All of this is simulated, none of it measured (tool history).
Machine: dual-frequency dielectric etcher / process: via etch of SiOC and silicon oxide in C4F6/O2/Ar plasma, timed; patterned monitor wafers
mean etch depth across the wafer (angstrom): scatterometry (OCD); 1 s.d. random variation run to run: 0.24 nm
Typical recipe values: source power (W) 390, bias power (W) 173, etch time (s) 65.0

run    hour  source power (W)  bias power (W)  etch time (s)  read-back reference wafer on the same gauge, depth_nm  mean etch depth across the wafer (angstrom)
  1     0.0               390             173           65.0                                                   72.5                                          692
        5.7  -- source power generator calibrated
  2    41.5               390             173           65.0                                                   72.5                                          678
  3    80.8               390             173           65.0                                                   72.5                                          676
  4   145.4               390             173           65.0                                                   72.4                                          671
  5   205.9               390             173           53.5                                                   72.6                                          551
      284.3  -- wet clean of the chamber
  6   284.8               390             173           65.0                                                   72.5                                          698
  7   297.7               480             197           56.5                                                   72.5                                          680
  8   360.3               390             173           65.0                                                   72.5                                          692
  9   399.0               310             173           58.0                                                   72.5                                          570
      406.9  -- gauge calibrated
 10   432.1               300             144           70.0                                                   72.5                                          640
 11   492.4               390             160           65.0                                                   72.5                                          672
 12   528.7               300             173           65.0                                                   72.5                                          627
 13   599.6               460             173           65.0                                                   72.6                                          727
 14   625.9               390             173           78.0                                                   72.6                                          821
 15   656.3               420             194           78.0                                                   72.5                                          871
 16   688.5               330             159           72.0                                                   72.6                                          694
      762.4  -- wet clean of the chamber
 17   762.9               390             173           73.0                                                   72.6                                          786
      776.2  -- bias power generator calibrated
 18   787.6               390             173           65.0                                                   72.5                                          699
 19   825.0               490             187           65.0                                                   72.5                                          776
 20   868.7               390             173           65.0                                                   72.4                                          697
 21   902.1               390             199           65.0                                                   72.6                                          722
 22   932.0               390             173           65.0                                                   72.5                                          692
 23   987.8               390             173           65.0                                                   72.5                                          691
 24  1033.7               390             173           65.0                                                   72.5                                          690
 25  1095.4               390             173           65.0                                                   72.5                                          684
 26  1162.2               330             173           84.0                                                   72.5                                          829
 27  1227.3               360             201           65.0                                                   72.6                                          693
     1275.3  -- wet clean of the chamber
 28  1275.8               490             209           78.5                                                   72.5                                          976
 29  1279.9               390             185           80.5                                                   72.5                                          879

Difference, measured minus no-hidden-state, one row per run. Run-to-run variation is common to both terms; the gauge's own scatter need not be:
Unlogged tool condition in this case: etch rate over this chamber's usual, %; source power that arrives over what is set, %; bias power that arrives over what is set, %; gauge reads high (%).
run  mean etch depth across the wafer (angstrom)
  1                                           +1
  2                                          -13
  3                                          -14
  4                                          -17
  5                                          -16
  6                                           +4
  7                                           +4
  8                                           +1
  9                                           +0
 10                                           -1
 11                                           -3
 12                                           -4
 13                                           -9
 14                                          -11
 15                                          -13
 16                                          -12
 17                                           +5
 18                                           +4
 19                                           +2
 20                                           +1
 21                                           -1
 22                                           -2
 23                                           -4
 24                                           -6
 25                                           -9
 26                                          -14
 27                                          -14
 28                                          +10
 29                                           +9
